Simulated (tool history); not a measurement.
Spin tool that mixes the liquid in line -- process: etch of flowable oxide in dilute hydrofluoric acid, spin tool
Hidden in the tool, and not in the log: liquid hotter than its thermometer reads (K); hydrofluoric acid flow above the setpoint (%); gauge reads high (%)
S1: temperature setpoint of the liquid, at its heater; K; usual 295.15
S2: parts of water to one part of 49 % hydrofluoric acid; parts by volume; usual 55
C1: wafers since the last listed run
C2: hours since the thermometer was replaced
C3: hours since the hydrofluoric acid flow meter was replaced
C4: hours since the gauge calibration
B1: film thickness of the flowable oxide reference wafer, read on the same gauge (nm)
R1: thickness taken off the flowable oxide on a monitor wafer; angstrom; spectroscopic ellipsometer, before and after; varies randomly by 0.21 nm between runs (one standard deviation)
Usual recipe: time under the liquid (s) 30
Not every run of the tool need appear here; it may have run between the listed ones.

{"run": 1, "hour": 0.0, "S1": 295.15, "S2": 55, "time under the liquid (s)": 30, "C1": 0, "C2": 858.2, "C3": 681.8, "C4": 338.9, "B1": 60.01, "R1": 247.7}
{"run": 2, "hour": 33.1, "S1": 295.15, "S2": 55, "time under the liquid (s)": 30, "C1": 469, "C2": 891.3, "C3": 714.9, "C4": 372, "B1": 60, "R1": 246.3}
{"run": 3, "hour": 62.3, "S1": 295.15, "S2": 55, "time under the liquid (s)": 30, "C1": 413, "C2": 920.5, "C3": 744.1, "C4": 401.2, "B1": 60.01, "R1": 248.7}
{"run": 4, "hour": 85.7, "S1": 295.15, "S2": 55, "time under the liquid (s)": 15, "C1": 331, "C2": 943.9, "C3": 767.5, "C4": 424.6, "B1": 60.03, "R1": 124.3}
{"run": 5, "hour": 99.0, "S1": 295.15, "S2": 55, "time under the liquid (s)": 15, "C1": 188, "C2": 957.2, "C3": 780.8, "C4": 437.9, "B1": 59.97, "R1": 125.3}
{"run": 6, "hour": 123.5, "S1": 297.65, "S2": 55, "time under the liquid (s)": 30, "C1": 347, "C2": 981.7, "C3": 805.3, "C4": 462.4, "B1": 60.01, "R1": 274.9}
{"run": 7, "hour": 154.3, "S1": 297.65, "S2": 55, "time under the liquid (s)": 30, "C1": 436, "C2": 1012.5, "C3": 836.1, "C4": 493.2, "B1": 59.99, "R1": 276.4}
{"run": 8, "hour": 259.4, "S1": 297.65, "S2": 55, "time under the liquid (s)": 30, "C1": 1489, "C2": 1117.6, "C3": 941.2, "C4": 598.3, "B1": 59.98, "R1": 278.1}
{"run": 9, "hour": 276.5, "S1": 295.15, "S2": 55, "time under the liquid (s)": 30, "C1": 242, "C2": 1134.7, "C3": 958.3, "C4": 615.4, "B1": 60.01, "R1": 256.2}
{"run": 10, "hour": 298.1, "S1": 295.15, "S2": 65, "time under the liquid (s)": 40, "C1": 306, "C2": 1156.3, "C3": 979.9, "C4": 637, "B1": 60.01, "R1": 281.1}
{"run": 11, "hour": 311.8, "S1": 295.15, "S2": 55, "time under the liquid (s)": 30, "C1": 194, "C2": 1170, "C3": 993.6, "C4": 650.7, "B1": 59.99, "R1": 255.6}
{"run": 12, "hour": 323.8, "S1": 293.15, "S2": 70, "time under the liquid (s)": 40, "C1": 170, "C2": 1182, "C3": 1005.6, "C4": 662.7, "B1": 60, "R1": 241.4}
{"run": 13, "hour": 336.0, "S1": 295.15, "S2": 55, "time under the liquid (s)": 30, "C1": 172, "C2": 1194.2, "C3": 1017.8, "C4": 674.9, "B1": 60.02, "R1": 254.6}
{"hour": 353.8, "done": "hydrofluoric acid flow meter replaced"}
{"hour": 370.0, "done": "thermometer replaced"}
{"hour": 374.9, "done": "gauge calibrated"}
{"run": 14, "hour": 423.2, "S1": 295.15, "S2": 55, "time under the liquid (s)": 15, "C1": 1207, "C2": 53.2, "C3": 69.4, "C4": 48.3, "B1": 60.01, "R1": 117.1}
{"run": 15, "hour": 440.8, "S1": 295.15, "S2": 45, "time under the liquid (s)": 45, "C1": 249, "C2": 70.8, "C3": 87, "C4": 65.9, "B1": 59.98, "R1": 437.5}
{"run": 16, "hour": 475.7, "S1": 298.15, "S2": 65, "time under the liquid (s)": 15, "C1": 494, "C2": 105.7, "C3": 121.9, "C4": 100.8, "B1": 60.01, "R1": 111.8}
{"run": 17, "hour": 496.7, "S1": 290.65, "S2": 55, "time under the liquid (s)": 30, "C1": 297, "C2": 126.7, "C3": 142.9, "C4": 121.8, "B1": 60.04, "R1": 194.7}
{"run": 18, "hour": 523.9, "S1": 290.65, "S2": 75, "time under the liquid (s)": 40, "C1": 385, "C2": 153.9, "C3": 170.1, "C4": 149, "B1": 60, "R1": 186.2}
{"run": 19, "hour": 551.0, "S1": 292.65, "S2": 55, "time under the liquid (s)": 25, "C1": 384, "C2": 181, "C3": 197.2, "C4": 176.1, "B1": 59.99, "R1": 177.5}

Run 20 comes next. What will it give?
{"run": 20, "hour": 564.1, "S1": 295.15, "S2": 85, "time under the liquid (s)": 20, "C1": 185, "C2": 194.1, "C3": 210.3, "C4": 189.2, "B1": "?", "R1": "?"}

Run 20 came out at B1 60.02, R1 98.6 angstrom.
With no hidden state in the tool, this same run would have given R1 94.7 angstrom.
